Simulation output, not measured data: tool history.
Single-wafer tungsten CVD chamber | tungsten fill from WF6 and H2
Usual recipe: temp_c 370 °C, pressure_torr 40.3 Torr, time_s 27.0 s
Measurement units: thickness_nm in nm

run   hour  temp_c  pressure_torr  time_s  wafers since the last listed run  hours since the last thermocouple change  hours since the last manometer calibration  hours since the showerhead was replaced  hours since the gauge calibration  read-back reference wafer on the same gauge, thickness_nm  thickness_nm
  1    0.0     370           40.3    27.0                                 0                                    1564.3                                       881.8                                   6049.9                              138.5                                                     63.377        49.792
  2   35.7     370           44.9    27.0                               930                                    1600.0                                       917.5                                   6085.6                              174.2                                                     63.387        51.468
  3   58.1     370           40.3    30.1                               583                                    1622.4                                       939.9                                   6108.0                              196.6                                                     63.362        55.530
  4   71.2     370           40.3    30.1                               341                                    1635.5                                       953.0                                   6121.1                              209.7                                                     63.406        55.475
  5  102.8     370           40.3    30.1                               823                                    1667.1                                       984.6                                   6152.7                              241.3                                                     63.453        55.612
  6  126.6     366           40.3    27.0                               620                                    1690.9                                      1008.4                                   6176.5                              265.1                                                     63.404        46.041
  7  139.9     366           40.3    27.0                               346                                    1704.2                                      1021.7                                   6189.8                              278.4                                                     63.414        45.989
  8  157.3     366           40.3    27.0                               453                                    1721.6                                      1039.1                                   6207.2                              295.8                                                     63.392        45.899
  9  187.1     370           40.3    27.0                               776                                    1751.4                                      1068.9                                   6237.0                              325.6                                                     63.385        49.551
 10  218.5     370           40.3    27.0                               818                                    1782.8                                      1100.3                                   6268.4                              357.0                                                     63.433        49.759
     228.3  -- showerhead replaced, of another model than before
 11  234.0     370           40.3    27.0                               195                                    1798.3                                      1115.8                                      5.7                              372.5                                                     63.397        49.406
 12  267.0     370           40.3    27.0                               860                                    1831.3                                      1148.8                                     38.7                              405.5                                                     63.364        49.655
 13  298.6     370           40.3    27.0                               823                                    1862.9                                      1180.4                                     70.3                              437.1                                                     63.369        49.667
 14  311.4     370           40.3    27.0                               333                                    1875.7                                      1193.2                                     83.1                              449.9                                                     63.402        49.351
     322.7  -- gauge calibrated
 15  327.6     385           40.3    32.0                               422                                    1891.9                                      1209.4                                     99.3                                4.9                                                     63.384        77.465
 16  355.5     370           40.3    27.0                               727                                    1919.8                                      1237.3                                    127.2                               32.8                                                     63.377        49.203
     376.0  -- thermocouple changed; heater temperature recalibrated
 17  379.6     370           40.3    27.0                               419                                       3.6                                      1261.4                                    151.3                               56.9                                                     63.395        53.502
 18  409.1     356           36.2    27.0                               769                                      33.1                                      1290.9                                    180.8                               86.4                                                     63.385        38.369
 19  433.0     379           40.3    29.6                               623                                      57.0                                      1314.8                                    204.7                              110.3                                                     63.402        68.248
 20  464.1     370           50.1    29.5                               810                                      88.1                                      1345.9                                    235.8                              141.4                                                     63.426        65.761
     486.6  -- capacitance manometer re-zeroed and calibrated
 21  487.1     379           40.3    25.3                               391                                     111.1                                         0.5                                    258.8                              164.4                                                     63.391        58.199
 22  497.8     382           33.7    29.9                               278                                     121.8                                        11.2                                    269.5                              175.1                                                     63.363        65.370

What does the tool deliver on the next run?
 23  519.3     377           40.3    27.0                               560                                     143.3                                        32.7                                    291.0                              196.6                                                          ?             ?

{"run 23": {"read-back reference wafer on the same gauge, thickness_nm": 63.408, "thickness_nm": 59.846}}
Take away the tool's hidden state, keep the run-to-run variation as it was, and the same run would have given thickness_nm 61.537 nm.

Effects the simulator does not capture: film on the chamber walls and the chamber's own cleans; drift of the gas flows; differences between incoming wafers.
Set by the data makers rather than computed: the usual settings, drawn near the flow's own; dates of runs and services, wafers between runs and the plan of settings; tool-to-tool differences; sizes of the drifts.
